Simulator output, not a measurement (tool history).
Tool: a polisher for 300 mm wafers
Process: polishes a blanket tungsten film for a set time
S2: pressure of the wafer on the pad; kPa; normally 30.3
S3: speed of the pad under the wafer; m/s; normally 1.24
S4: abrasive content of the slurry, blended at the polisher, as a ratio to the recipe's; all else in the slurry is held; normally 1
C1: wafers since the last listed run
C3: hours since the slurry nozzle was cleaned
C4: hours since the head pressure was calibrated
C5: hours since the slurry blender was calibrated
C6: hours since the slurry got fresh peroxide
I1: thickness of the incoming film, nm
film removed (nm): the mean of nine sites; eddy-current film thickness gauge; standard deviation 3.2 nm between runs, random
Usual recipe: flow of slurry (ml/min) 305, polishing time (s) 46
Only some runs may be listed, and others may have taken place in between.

{"run": 1, "hour": 0.0, "flow of slurry (ml/min)": 305, "S2": 30.3, "S3": 1.24, "S4": 1, "polishing time (s)": 46, "C1": 0, "wafers polished on this pad": 172, "C3": 977.1, "C4": 663.3, "C5": 342.5, "C6": 5, "I1": 876.3, "film removed (nm)": 266.4}
{"hour": 2.0, "done": "slurry nozzle cleaned"}
{"run": 2, "hour": 13.1, "flow of slurry (ml/min)": 305, "S2": 30.3, "S3": 1.24, "S4": 1, "polishing time (s)": 46, "C1": 164, "wafers polished on this pad": 336, "C3": 11.1, "C4": 676.4, "C5": 355.6, "C6": 18.1, "I1": 901, "film removed (nm)": 274.6}
{"run": 3, "hour": 26.8, "flow of slurry (ml/min)": 305, "S2": 30.3, "S3": 1.24, "S4": 1, "polishing time (s)": 46, "C1": 186, "wafers polished on this pad": 523, "C3": 24.8, "C4": 690.1, "C5": 369.3, "C6": 31.8, "I1": 894.2, "film removed (nm)": 261.4}
{"run": 4, "hour": 43.9, "flow of slurry (ml/min)": 305, "S2": 30.3, "S3": 1.24, "S4": 1, "polishing time (s)": 46, "C1": 232, "wafers polished on this pad": 755, "C3": 41.9, "C4": 707.2, "C5": 386.4, "C6": 48.9, "I1": 899.8, "film removed (nm)": 266.4}
{"run": 5, "hour": 53.8, "flow of slurry (ml/min)": 305, "S2": 30.3, "S3": 1.24, "S4": 1, "polishing time (s)": 46, "C1": 134, "wafers polished on this pad": 890, "C3": 51.8, "C4": 717.1, "C5": 396.3, "C6": 58.8, "I1": 898.8, "film removed (nm)": 256.4}
{"run": 6, "hour": 71.2, "flow of slurry (ml/min)": 305, "S2": 30.3, "S3": 1.24, "S4": 1, "polishing time (s)": 46, "C1": 236, "wafers polished on this pad": 1126, "C3": 69.2, "C4": 734.5, "C5": 413.7, "C6": 76.2, "I1": 882.8, "film removed (nm)": 242.1}
{"hour": 80.1, "done": "slurry blender recalibrated"}
{"hour": 80.5, "done": "worn pad replaced by a new one"}
{"run": 7, "hour": 86.9, "flow of slurry (ml/min)": 305, "S2": 30.3, "S3": 1.24, "S4": 1, "polishing time (s)": 46, "C1": 180, "wafers polished on this pad": 86, "C3": 84.9, "C4": 750.2, "C5": 6.8, "C6": 91.9, "I1": 882.5, "film removed (nm)": 274.8}
{"run": 8, "hour": 96.3, "flow of slurry (ml/min)": 305, "S2": 30.3, "S3": 1.24, "S4": 1, "polishing time (s)": 46, "C1": 127, "wafers polished on this pad": 214, "C3": 94.3, "C4": 759.6, "C5": 16.2, "C6": 101.3, "I1": 890.9, "film removed (nm)": 274.6}
{"run": 9, "hour": 111.6, "flow of slurry (ml/min)": 360, "S2": 30.3, "S3": 1.24, "S4": 0.9, "polishing time (s)": 36, "C1": 208, "wafers polished on this pad": 422, "C3": 109.6, "C4": 774.9, "C5": 31.5, "C6": 116.6, "I1": 909.7, "film removed (nm)": 211.5}
{"run": 10, "hour": 125.0, "flow of slurry (ml/min)": 305, "S2": 30.3, "S3": 1.24, "S4": 1, "polishing time (s)": 46, "C1": 182, "wafers polished on this pad": 604, "C3": 123, "C4": 788.3, "C5": 44.9, "C6": 130, "I1": 888.4, "film removed (nm)": 267.8}
{"run": 11, "hour": 140.1, "flow of slurry (ml/min)": 305, "S2": 30.3, "S3": 1.48, "S4": 1, "polishing time (s)": 39, "C1": 205, "wafers polished on this pad": 810, "C3": 138.1, "C4": 803.4, "C5": 60, "C6": 145.1, "I1": 886.7, "film removed (nm)": 264.4}
{"hour": 142.3, "done": "slurry tank refilled with fresh slurry and peroxide"}
{"run": 12, "hour": 146.6, "flow of slurry (ml/min)": 305, "S2": 30.3, "S3": 1.24, "S4": 1.2, "polishing time (s)": 46, "C1": 74, "wafers polished on this pad": 884, "C3": 144.6, "C4": 809.9, "C5": 66.5, "C6": 4.3, "I1": 887.8, "film removed (nm)": 263.4}
{"hour": 150.5, "done": "head pressure recalibrated"}
{"run": 13, "hour": 160.5, "flow of slurry (ml/min)": 305, "S2": 30.3, "S3": 1.46, "S4": 1.25, "polishing time (s)": 46, "C1": 161, "wafers polished on this pad": 1046, "C3": 158.5, "C4": 10, "C5": 80.4, "C6": 18.2, "I1": 892.7, "film removed (nm)": 311}
{"run": 14, "hour": 176.6, "flow of slurry (ml/min)": 305, "S2": 30.3, "S3": 1.24, "S4": 1, "polishing time (s)": 46, "C1": 218, "wafers polished on this pad": 1265, "C3": 174.6, "C4": 26.1, "C5": 96.5, "C6": 34.3, "I1": 888.6, "film removed (nm)": 245.7}
{"run": 15, "hour": 184.7, "flow of slurry (ml/min)": 355, "S2": 36.5, "S3": 1.24, "S4": 1.2, "polishing time (s)": 46, "C1": 110, "wafers polished on this pad": 1375, "C3": 182.7, "C4": 34.2, "C5": 104.6, "C6": 42.4, "I1": 888.1, "film removed (nm)": 304.1}
{"hour": 195.7, "done": "worn pad replaced by a new one"}
{"run": 16, "hour": 196.2, "flow of slurry (ml/min)": 305, "S2": 30.3, "S3": 0.88, "S4": 1, "polishing time (s)": 46, "C1": 102, "wafers polished on this pad": 6, "C3": 194.2, "C4": 45.7, "C5": 116.1, "C6": 53.9, "I1": 901.3, "film removed (nm)": 198.5}
{"run": 17, "hour": 206.4, "flow of slurry (ml/min)": 305, "S2": 30.3, "S3": 0.94, "S4": 1, "polishing time (s)": 46, "C1": 138, "wafers polished on this pad": 144, "C3": 204.4, "C4": 55.9, "C5": 126.3, "C6": 64.1, "I1": 890.9, "film removed (nm)": 204.2}
{"run": 18, "hour": 216.9, "flow of slurry (ml/min)": 305, "S2": 30.3, "S3": 1.24, "S4": 1, "polishing time (s)": 46, "C1": 142, "wafers polished on this pad": 287, "C3": 214.9, "C4": 66.4, "C5": 136.8, "C6": 74.6, "I1": 888.1, "film removed (nm)": 263}
{"run": 19, "hour": 260.6, "flow of slurry (ml/min)": 305, "S2": 30.3, "S3": 1.24, "S4": 1, "polishing time (s)": 46, "C1": 594, "wafers polished on this pad": 882, "C3": 258.6, "C4": 110.1, "C5": 180.5, "C6": 118.3, "I1": 892, "film removed (nm)": 262.7}
{"run": 20, "hour": 273.5, "flow of slurry (ml/min)": 305, "S2": 30.3, "S3": 1.24, "S4": 1, "polishing time (s)": 46, "C1": 175, "wafers polished on this pad": 1057, "C3": 271.5, "C4": 123, "C5": 193.4, "C6": 131.2, "I1": 887.3, "film removed (nm)": 253.2}
{"run": 21, "hour": 280.4, "flow of slurry (ml/min)": 305, "S2": 30.3, "S3": 1.24, "S4": 1, "polishing time (s)": 46, "C1": 93, "wafers polished on this pad": 1151, "C3": 278.4, "C4": 129.9, "C5": 200.3, "C6": 138.1, "I1": 886.3, "film removed (nm)": 247.8}
{"run": 22, "hour": 290.2, "flow of slurry (ml/min)": 305, "S2": 30.3, "S3": 1.24, "S4": 1, "polishing time (s)": 46, "C1": 133, "wafers polished on this pad": 1284, "C3": 288.2, "C4": 139.7, "C5": 210.1, "C6": 147.9, "I1": 890.8, "film removed (nm)": 243.5}
{"hour": 302.4, "done": "worn pad replaced by a new one"}
{"hour": 303.3, "done": "slurry tank refilled with fresh slurry and peroxide"}
{"run": 23, "hour": 303.8, "flow of slurry (ml/min)": 265, "S2": 30.3, "S3": 1.24, "S4": 1, "polishing time (s)": 46, "C1": 118, "wafers polished on this pad": 7, "C3": 301.8, "C4": 153.3, "C5": 223.7, "C6": 0.5, "I1": 879.3, "film removed (nm)": 267.1}
{"run": 24, "hour": 310.2, "flow of slurry (ml/min)": 305, "S2": 40.7, "S3": 1.24, "S4": 0.8, "polishing time (s)": 33, "C1": 87, "wafers polished on this pad": 94, "C3": 308.2, "C4": 159.7, "C5": 230.1, "C6": 6.9, "I1": 907.1, "film removed (nm)": 248.2}
{"run": 25, "hour": 322.4, "flow of slurry (ml/min)": 305, "S2": 33.8, "S3": 1.24, "S4": 0.7, "polishing time (s)": 46, "C1": 165, "wafers polished on this pad": 260, "C3": 320.4, "C4": 171.9, "C5": 242.3, "C6": 19.1, "I1": 898.9, "film removed (nm)": 279.7}
{"run": 26, "hour": 337.0, "flow of slurry (ml/min)": 305, "S2": 30.3, "S3": 0.82, "S4": 1, "polishing time (s)": 53, "C1": 198, "wafers polished on this pad": 458, "C3": 335, "C4": 186.5, "C5": 256.9, "C6": 33.7, "I1": 898.8, "film removed (nm)": 209.7}
{"run": 27, "hour": 351.9, "flow of slurry (ml/min)": 360, "S2": 30.3, "S3": 1.24, "S4": 1, "polishing time (s)": 41, "C1": 202, "wafers polished on this pad": 661, "C3": 349.9, "C4": 201.4, "C5": 271.8, "C6": 48.6, "I1": 897.8, "film removed (nm)": 244.6}
{"run": 28, "hour": 360.2, "flow of slurry (ml/min)": 305, "S2": 30.3, "S3": 1.24, "S4": 0.75, "polishing time (s)": 46, "C1": 112, "wafers polished on this pad": 774, "C3": 358.2, "C4": 209.7, "C5": 280.1, "C6": 56.9, "I1": 882.6, "film removed (nm)": 245}

The logged runs with the hidden state left out (each run's random variation unchanged):
Hidden conditions of the tool in this case: removal rate lost through wear of the pad, %; slurry flow missing at the pad, %; deviation of the head's pressure from its setpoint, %; abrasive missing from the slurry, %; peroxide lost from the slurry, %.
run=1 film_removed_(nm)=269.6
run=2 film_removed_(nm)=279.6
run=3 film_removed_(nm)=269.1
run=4 film_removed_(nm)=279.7
run=5 film_removed_(nm)=273.3
run=6 film_removed_(nm)=266.6
run=7 film_removed_(nm)=275.4
run=8 film_removed_(nm)=275.8
run=9 film_removed_(nm)=214.2
run=10 film_removed_(nm)=274.4
run=11 film_removed_(nm)=275.9
run=12 film_removed_(nm)=277.6
run=13 film_removed_(nm)=336
run=14 film_removed_(nm)=275
run=15 film_removed_(nm)=347.5
run=16 film_removed_(nm)=201.4
run=17 film_removed_(nm)=207.4
run=18 film_removed_(nm)=268.3
run=19 film_removed_(nm)=280.1
run=20 film_removed_(nm)=276.1
run=21 film_removed_(nm)=274.1
run=22 film_removed_(nm)=275.4
run=23 film_removed_(nm)=268.8
run=24 film_removed_(nm)=250
run=25 film_removed_(nm)=282.9
run=26 film_removed_(nm)=214
run=27 film_removed_(nm)=253.3
run=28 film_removed_(nm)=256.4
